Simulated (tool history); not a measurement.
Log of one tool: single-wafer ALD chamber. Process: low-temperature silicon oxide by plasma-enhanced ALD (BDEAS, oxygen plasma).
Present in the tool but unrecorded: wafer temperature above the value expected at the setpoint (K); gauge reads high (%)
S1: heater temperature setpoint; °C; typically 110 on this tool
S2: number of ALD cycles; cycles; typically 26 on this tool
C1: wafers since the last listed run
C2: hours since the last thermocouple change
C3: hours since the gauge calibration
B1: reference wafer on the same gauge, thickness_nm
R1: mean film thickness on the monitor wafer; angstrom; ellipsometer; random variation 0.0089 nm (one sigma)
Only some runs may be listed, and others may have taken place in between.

run	day	S1	S2	C1	C2	C3	B1	R1
1	0.000	110	26	0	1319.8	78.1	4.198	35.69
2	0.629	110	26	204	1334.9	93.2	4.197	35.75
3	1.292	110	26	214	1350.8	109.1	4.198	35.81
4	1.654	110	26	117	1359.5	117.8	4.203	35.71
5	2.062	110	26	132	1369.3	127.6	4.200	35.78
6	2.562	110	26	162	1381.3	139.6	4.195	35.77
7	2.812	110	26	81	1387.3	145.6	4.199	35.69
8	3.146	110	26	108	1395.3	153.6	4.202	35.47
9	3.400	110	23	82	1401.4	159.7	4.201	31.57
10	3.988	110	23	190	1415.5	173.8	4.202	31.55
11	4.650	110	23	214	1431.4	189.7	4.202	31.56
12	4.971	122	27	104	1439.1	197.4	4.200	36.21
13	5.588	122	27	200	1453.9	212.2	4.200	36.11
# day 6.208: thermocouple changed; heater temperature recalibrated
14	6.229	122	27	100	0.5	227.6	4.203	36.11
15	6.475	115	26	79	6.4	233.5	4.199	35.54
# day 6.525: gauge calibrated
16	6.812	115	26	109	14.5	6.9	4.199	35.53
17	7.358	122	23	177	27.6	20.0	4.198	30.60
18	7.938	96	28	187	41.5	33.9	4.201	39.92
19	8.250	110	26	101	49.0	41.4	4.203	35.71
20	8.642	100	23	127	58.4	50.8	4.196	32.47
21	8.954	116	23	101	65.9	58.3	4.201	31.30
22	9.604	110	26	210	81.5	73.9	4.201	35.47
23	10.246	110	26	208	96.9	89.3	4.201	35.63
24	10.571	115	26	105	104.7	97.1	4.203	35.31
25	11.179	101	29	197	119.3	111.7	4.194	40.53
26	11.775	101	28	193	133.6	126.0	4.202	39.09
27	12.179	121	29	131	143.3	135.7	4.199	38.74
28	12.542	110	26	117	152.0	144.4	4.201	35.61
29	13.054	104	30	166	164.3	156.7	4.200	41.65
30	13.346	114	26	94	171.3	163.7	4.202	35.31
31	13.638	101	28	94	178.3	170.7	4.201	39.20
32	14.004	102	30	118	187.1	179.5	4.204	41.75
33	14.383	101	25	123	196.2	188.6	4.203	34.92

Entry by entry between the runs, the difference in hidden state between the last listed run before and the first listed run after:
From run 13 to run 14: thermocouple changed; heater temperature recalibrated (day 6.208)
  no difference in the tool's unlogged condition between these two runs
From run 15 to run 16: gauge calibrated (day 6.525)
  no difference in the tool's unlogged condition between these two runs

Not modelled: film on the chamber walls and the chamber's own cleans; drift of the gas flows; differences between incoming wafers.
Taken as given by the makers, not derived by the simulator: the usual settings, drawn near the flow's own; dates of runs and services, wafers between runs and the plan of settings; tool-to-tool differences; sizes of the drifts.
